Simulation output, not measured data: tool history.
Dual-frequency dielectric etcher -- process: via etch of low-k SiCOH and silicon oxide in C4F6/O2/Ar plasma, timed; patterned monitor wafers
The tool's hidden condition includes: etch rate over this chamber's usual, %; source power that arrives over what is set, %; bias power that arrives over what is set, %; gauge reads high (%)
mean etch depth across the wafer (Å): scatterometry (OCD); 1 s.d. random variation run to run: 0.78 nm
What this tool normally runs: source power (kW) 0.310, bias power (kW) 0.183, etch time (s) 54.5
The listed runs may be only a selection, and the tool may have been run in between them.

run    hour  source power (kW)  bias power (kW)  etch time (s)  wafers since the last listed run  hours since the last wet clean  hours since the last source power generator calibration  hours since the last bias power generator calibration  hours since the last upper electrode change  hours since the gauge calibration  read-back reference wafer on the same gauge, depth_nm  mean etch depth across the wafer (Å)
  1     0.0              0.260            0.169           54.5                                 0                           270.0                                                   1730.0                                                 2472.7                                       2260.7                             2065.3                                                  126.9                                  1214
        8.6  -- gauge calibrated
       37.6  -- source power generator calibrated
  2    38.1              0.260            0.169           54.5                               480                           308.1                                                      0.5                                                 2510.8                                       2298.8                               29.5                                                  126.8                                  1209
  3   101.3              0.310            0.183           54.5                               890                           371.3                                                     63.7                                                 2574.0                                       2362.0                               92.7                                                  127.2                                  1293
      139.1  -- bias power generator calibrated
  4   165.9              0.310            0.183           54.5                               853                           435.9                                                    128.3                                                   26.8                                       2426.6                              157.3                                                  126.7                                  1284
      194.6  -- wet clean of the chamber
  5   211.4              0.310            0.168           54.5                               302                            16.8                                                    173.8                                                   72.3                                       2472.1                              202.8                                                  127.1                                  1246
  6   277.4              0.310            0.168           54.5                               929                            82.8                                                    239.8                                                  138.3                                       2538.1                              268.8                                                  127.1                                  1244
  7   319.2              0.310            0.168           54.5                               588                           124.6                                                    281.6                                                  180.1                                       2579.9                              310.6                                                  126.9                                  1255
  8   346.6              0.310            0.183           54.5                               385                           152.0                                                    309.0                                                  207.5                                       2607.3                              338.0                                                  127.0                                  1276
  9   407.7              0.310            0.211           54.5                               860                           213.1                                                    370.1                                                  268.6                                       2668.4                              399.1                                                  127.0                                  1365
 10   453.9              0.270            0.164           66.5                               650                           259.3                                                    416.3                                                  314.8                                       2714.6                              445.3                                                  126.6                                  1476
      485.2  -- upper electrode replaced
 11   493.9              0.310            0.183           54.5                               225                           299.3                                                    456.3                                                  354.8                                          8.7                              485.3                                                  126.9                                  1284
 12   529.8              0.310            0.183           54.5                               505                           335.2                                                    492.2                                                  390.7                                         44.6                              521.2                                                  127.1                                  1284
 13   572.9              0.310            0.183           63.0                               607                           378.3                                                    535.3                                                  433.8                                         87.7                              564.3                                                  127.1                                  1486
 14   598.6              0.310            0.183           49.5                               362                           404.0                                                    561.0                                                  459.5                                        113.4                              590.0                                                  127.0                                  1177
 15   648.5              0.330            0.201           63.0                               702                           453.9                                                    610.9                                                  509.4                                        163.3                              639.9                                                  127.1                                  1581
      697.3  -- wet clean of the chamber
 16   697.8              0.310            0.183           54.5                               356                             0.5                                                    660.2                                                  558.7                                        212.6                              689.2                                                  127.1                                  1292
 17   734.1              0.310            0.201           48.5                               511                            36.8                                                    696.5                                                  595.0                                        248.9                              725.5                                                  127.0                                  1187
 18   798.3              0.270            0.222           54.5                               904                           101.0                                                    760.7                                                  659.2                                        313.1                              789.7                                                  127.1                                  1352
 19   842.7              0.310            0.183           54.5                               625                           145.4                                                    805.1                                                  703.6                                        357.5                              834.1                                                  127.1                                  1281
 20   911.3              0.310            0.209           54.5                               966                           214.0                                                    873.7                                                  772.2                                        426.1                              902.7                                                  127.3                                  1375
 21   970.7              0.340            0.197           54.5                               836                           273.4                                                    933.1                                                  831.6                                        485.5                              962.1                                                  126.8                                  1366
 22  1013.8              0.310            0.183           54.5                               607                           316.5                                                    976.2                                                  874.7                                        528.6                             1005.2                                                  127.2                                  1295
 23  1181.8              0.360            0.183           41.5                              2366                           484.5                                                   1144.2                                                 1042.7                                        696.6                             1173.2                                                  126.6                                  1018
     1213.6  -- wet clean of the chamber
 24  1236.5              0.310            0.183           54.5                               432                            22.9                                                   1198.9                                                 1097.4                                        751.3                             1227.9                                                  127.4                                  1305
 25  1260.6              0.310            0.183           54.5                               339                            47.0                                                   1223.0                                                 1121.5                                        775.4                             1252.0                                                  126.8                                  1283
 26  1330.9              0.290            0.212           54.5                               990                           117.3                                                   1293.3                                                 1191.8                                        845.7                             1322.3                                                  126.9                                  1332
 27  1362.8              0.260            0.183           54.5                               449                           149.2                                                   1325.2                                                 1223.7                                        877.6                             1354.2                                                  127.1                                  1244
 28  1390.9              0.310            0.183           54.5                               395                           177.3                                                   1353.3                                                 1251.8                                        905.7                             1382.3                                                  127.0                                  1294
 29  1454.1              0.340            0.183           39.0                               890                           240.5                                                   1416.5                                                 1315.0                                        968.9                             1445.5                                                  126.9                                   935
 30  1491.9              0.310            0.183           54.5                               532                           278.3                                                   1454.3                                                 1352.8                                       1006.7                             1483.3                                                  127.1                                  1284

Entry by entry between the runs, the difference in hidden state between the last listed run before and the first listed run after:
Run 1 -> run 2: gauge calibrated (hour 8.6); source power generator calibrated (hour 37.6)
  both runs share identical hidden conditions
Run 3 -> run 4: bias power generator calibrated (hour 139.1)
  both runs share identical hidden conditions
Run 4 -> run 5: wet clean of the chamber (hour 194.6)
  both runs share identical hidden conditions
Run 10 -> run 11: upper electrode replaced (hour 485.2)
  both runs share identical hidden conditions
Run 15 -> run 16: wet clean of the chamber (hour 697.3)
  both runs share identical hidden conditions
Run 23 -> run 24: wet clean of the chamber (hour 1213.6)
  both runs share identical hidden conditions
